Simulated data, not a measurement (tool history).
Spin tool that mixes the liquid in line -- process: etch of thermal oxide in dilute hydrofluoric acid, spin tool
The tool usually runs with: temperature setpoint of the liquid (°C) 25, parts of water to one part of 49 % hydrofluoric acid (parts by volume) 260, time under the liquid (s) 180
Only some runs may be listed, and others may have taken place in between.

| run | hour | temperature setpoint of the liquid (°C) | parts of water to one part of 49 % hydrofluoric acid (parts by volume) | time under the liquid (s) | read-back film thickness of the thermal oxide reference wafer, read on the same gauge (nm) | thickness taken off the thermal oxide on a monitor wafer (nm) |
|---|---|---|---|---|---|---|
| 1 | 0 | 25 | 345 | 180 | 140.01 | 1.521 |
|  | 22.8 | hydrofluoric acid flow meter replaced |
| 2 | 54.1 | 25 | 345 | 180 | 139.997 | 1.618 |
| 3 | 133.7 | 25 | 345 | 180 | 139.991 | 1.625 |
| 4 | 206.7 | 23.5 | 260 | 210 | 140.005 | 2.592 |
| 5 | 273 | 23.5 | 260 | 210 | 139.984 | 2.576 |
| 6 | 325.6 | 23.5 | 260 | 210 | 139.995 | 2.535 |
| 7 | 379 | 25 | 215 | 210 | 140.005 | 3.393 |
| 8 | 437.5 | 25 | 215 | 210 | 140.007 | 3.331 |
| 9 | 517.4 | 23 | 350 | 110 | 140.016 | 0.879 |
| 10 | 620.5 | 27.5 | 140 | 180 | 139.989 | 5.196 |
| 11 | 706.6 | 29 | 260 | 180 | 140.013 | 2.507 |
| 12 | 759 | 29 | 150 | 215 | 140.015 | 5.846 |
| 13 | 836.8 | 20 | 190 | 180 | 140.011 | 2.582 |
|  | 861.4 | hydrofluoric acid flow meter replaced |
| 14 | 934.4 | 22 | 335 | 90 | 139.984 | 0.759 |
| 15 | 1002.3 | 22.5 | 260 | 180 | 140.023 | 2.095 |
| 16 | 1102.3 | 25 | 260 | 180 | 140.011 | 2.244 |
| 17 | 1164.2 | 25 | 320 | 255 | 139.984 | 2.488 |
| 18 | 1257.3 | 27.5 | 260 | 180 | 140.007 | 2.376 |
| 19 | 1317.3 | 25 | 305 | 110 | 140 | 1.093 |
| 20 | 1383 | 29 | 305 | 215 | 139.987 | 2.383 |
| 21 | 1436.1 | 25 | 215 | 210 | 139.987 | 3.229 |
|  | 1449.7 | gauge calibrated |
| 22 | 1514.2 | 25 | 350 | 180 | 139.987 | 1.426 |
| 23 | 1552.5 | 23 | 200 | 240 | 139.992 | 3.593 |
| 24 | 1594.9 | 29 | 130 | 180 | 139.976 | 5.622 |
|  | 1628.4 | hydrofluoric acid flow meter replaced |
| 25 | 1633.7 | 22.5 | 330 | 235 | 140.014 | 2.04 |
| 26 | 1726.6 | 25 | 260 | 180 | 140.007 | 2.299 |
| 27 | 1818.1 | 25 | 260 | 180 | 139.988 | 2.252 |
| 28 | 1909.6 | 25 | 320 | 180 | 140 | 1.678 |
| 29 | 1965.4 | 29 | 225 | 260 | 140.013 | 4.338 |
| 30 | 2038.7 | 29 | 150 | 215 | 139.995 | 5.897 |
| 31 | 2107.2 | 28.5 | 210 | 245 | 140.008 | 4.355 |
| 32 | 2199 | 25 | 355 | 255 | 139.996 | 1.995 |

The same runs without the tool's hidden state, with the same run-to-run variation:
The tool's hidden condition here consists of: liquid colder than its thermometer reads (K); hydrofluoric acid flow below the setpoint (%); gauge reads high (%).
| run | thickness taken off the thermal oxide on a monitor wafer (nm) |
|---|---|
| 1 | 1.72 |
| 2 | 1.665 |
| 3 | 1.693 |
| 4 | 2.729 |
| 5 | 2.74 |
| 6 | 2.718 |
| 7 | 3.665 |
| 8 | 3.631 |
| 9 | 0.974 |
| 10 | 5.81 |
| 11 | 2.856 |
| 12 | 6.678 |
| 13 | 2.993 |
| 14 | 0.807 |
| 15 | 2.253 |
| 16 | 2.448 |
| 17 | 2.739 |
| 18 | 2.653 |
| 19 | 1.233 |
| 20 | 2.715 |
| 21 | 3.709 |
| 22 | 1.662 |
| 23 | 4.205 |
| 24 | 6.598 |
| 25 | 2.187 |
| 26 | 2.501 |
| 27 | 2.484 |
| 28 | 1.874 |
| 29 | 4.884 |
| 30 | 6.724 |
| 31 | 5.014 |
| 32 | 2.334 |

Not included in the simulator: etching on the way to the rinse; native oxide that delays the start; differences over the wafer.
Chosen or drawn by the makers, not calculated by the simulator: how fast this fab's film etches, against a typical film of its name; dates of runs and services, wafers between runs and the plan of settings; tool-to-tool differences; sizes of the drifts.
